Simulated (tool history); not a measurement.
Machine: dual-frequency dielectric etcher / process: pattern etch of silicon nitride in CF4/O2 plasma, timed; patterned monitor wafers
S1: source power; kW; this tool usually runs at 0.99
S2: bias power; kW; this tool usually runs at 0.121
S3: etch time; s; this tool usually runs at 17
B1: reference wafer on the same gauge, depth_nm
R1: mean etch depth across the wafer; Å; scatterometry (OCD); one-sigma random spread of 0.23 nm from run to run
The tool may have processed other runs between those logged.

{"run": 1, "hour": 0.0, "S1": 0.99, "S2": 0.121, "S3": 17, "B1": 52.1, "R1": 559}
{"run": 2, "hour": 31.8, "S1": 0.99, "S2": 0.121, "S3": 17, "B1": 52.1, "R1": 559}
{"run": 3, "hour": 50.9, "S1": 0.99, "S2": 0.121, "S3": 17, "B1": 51.9, "R1": 561}
{"run": 4, "hour": 84.1, "S1": 0.99, "S2": 0.121, "S3": 17, "B1": 52, "R1": 559}
{"hour": 124.2, "done": "upper electrode replaced, of another model than before"}
{"run": 5, "hour": 124.7, "S1": 0.99, "S2": 0.121, "S3": 17, "B1": 51.9, "R1": 557}
{"hour": 133.9, "done": "bias power generator calibrated"}
{"run": 6, "hour": 134.4, "S1": 1.16, "S2": 0.121, "S3": 17, "B1": 52, "R1": 703}
{"run": 7, "hour": 165.0, "S1": 0.99, "S2": 0.121, "S3": 17, "B1": 51.9, "R1": 559}
{"run": 8, "hour": 190.7, "S1": 0.79, "S2": 0.121, "S3": 17, "B1": 52, "R1": 389}
{"run": 9, "hour": 208.8, "S1": 0.99, "S2": 0.144, "S3": 17, "B1": 52, "R1": 576}
{"run": 10, "hour": 242.1, "S1": 0.99, "S2": 0.121, "S3": 17, "B1": 52, "R1": 565}
{"run": 11, "hour": 258.6, "S1": 1.07, "S2": 0.121, "S3": 13, "B1": 51.9, "R1": 483}
{"hour": 294.8, "done": "wet clean of the chamber"}
{"run": 12, "hour": 309.9, "S1": 0.77, "S2": 0.132, "S3": 20, "B1": 52, "R1": 435}
{"run": 13, "hour": 332.1, "S1": 0.89, "S2": 0.112, "S3": 20, "B1": 51.9, "R1": 542}
{"run": 14, "hour": 350.0, "S1": 0.99, "S2": 0.121, "S3": 17, "B1": 52, "R1": 553}
{"run": 15, "hour": 370.5, "S1": 1.24, "S2": 0.095, "S3": 20, "B1": 52.1, "R1": 852}
{"run": 16, "hour": 406.1, "S1": 0.99, "S2": 0.094, "S3": 13, "B1": 52, "R1": 405}
{"hour": 422.5, "done": "source power generator calibrated"}
{"run": 17, "hour": 429.1, "S1": 0.92, "S2": 0.121, "S3": 17, "B1": 52, "R1": 498}
{"run": 18, "hour": 444.4, "S1": 1.1, "S2": 0.144, "S3": 15, "B1": 52.1, "R1": 586}
{"run": 19, "hour": 474.2, "S1": 1.07, "S2": 0.109, "S3": 14.5, "B1": 51.9, "R1": 520}
{"run": 20, "hour": 505.2, "S1": 0.99, "S2": 0.121, "S3": 17, "B1": 52, "R1": 552}
{"run": 21, "hour": 538.2, "S1": 0.89, "S2": 0.112, "S3": 20, "B1": 52, "R1": 547}
{"run": 22, "hour": 558.8, "S1": 1.23, "S2": 0.121, "S3": 21, "B1": 52.1, "R1": 924}
{"run": 23, "hour": 592.9, "S1": 0.99, "S2": 0.121, "S3": 19.5, "B1": 52, "R1": 637}
{"run": 24, "hour": 613.0, "S1": 1.06, "S2": 0.091, "S3": 18.5, "B1": 52, "R1": 642}
{"run": 25, "hour": 642.0, "S1": 0.99, "S2": 0.121, "S3": 14, "B1": 52, "R1": 459}
{"run": 26, "hour": 665.7, "S1": 0.76, "S2": 0.129, "S3": 13.5, "B1": 52, "R1": 292}
{"run": 27, "hour": 680.7, "S1": 0.75, "S2": 0.121, "S3": 17, "B1": 52, "R1": 353}
{"run": 28, "hour": 694.2, "S1": 0.79, "S2": 0.121, "S3": 17, "B1": 52, "R1": 388}
{"run": 29, "hour": 728.7, "S1": 0.99, "S2": 0.121, "S3": 13, "B1": 52, "R1": 425}
{"run": 30, "hour": 746.5, "S1": 0.99, "S2": 0.121, "S3": 21, "B1": 52, "R1": 685}

The tool's hidden state at each run:
source power that arrives over what is set, %: 0 on each run
bias power that arrives over what is set, %: 0 on each run
gauge reads high (%): 0 on each run
H1: etch rate over this chamber's usual, %
run=1 H1=1.21
run=2 H1=1.34
run=3 H1=1.41
run=4 H1=1.54
run=5 H1=1.71
run=6 H1=1.74
run=7 H1=1.87
run=8 H1=1.97
run=9 H1=2.04
run=10 H1=2.17
run=11 H1=2.24
run=12 H1=-0.179
run=13 H1=-0.0906
run=14 H1=-0.0195
run=15 H1=0.062
run=16 H1=0.204
run=17 H1=0.295
run=18 H1=0.356
run=19 H1=0.474
run=20 H1=0.597
run=21 H1=0.729
run=22 H1=0.811
run=23 H1=0.946
run=24 H1=1.03
run=25 H1=1.14
run=26 H1=1.24
run=27 H1=1.3
run=28 H1=1.35
run=29 H1=1.49
run=30 H1=1.56

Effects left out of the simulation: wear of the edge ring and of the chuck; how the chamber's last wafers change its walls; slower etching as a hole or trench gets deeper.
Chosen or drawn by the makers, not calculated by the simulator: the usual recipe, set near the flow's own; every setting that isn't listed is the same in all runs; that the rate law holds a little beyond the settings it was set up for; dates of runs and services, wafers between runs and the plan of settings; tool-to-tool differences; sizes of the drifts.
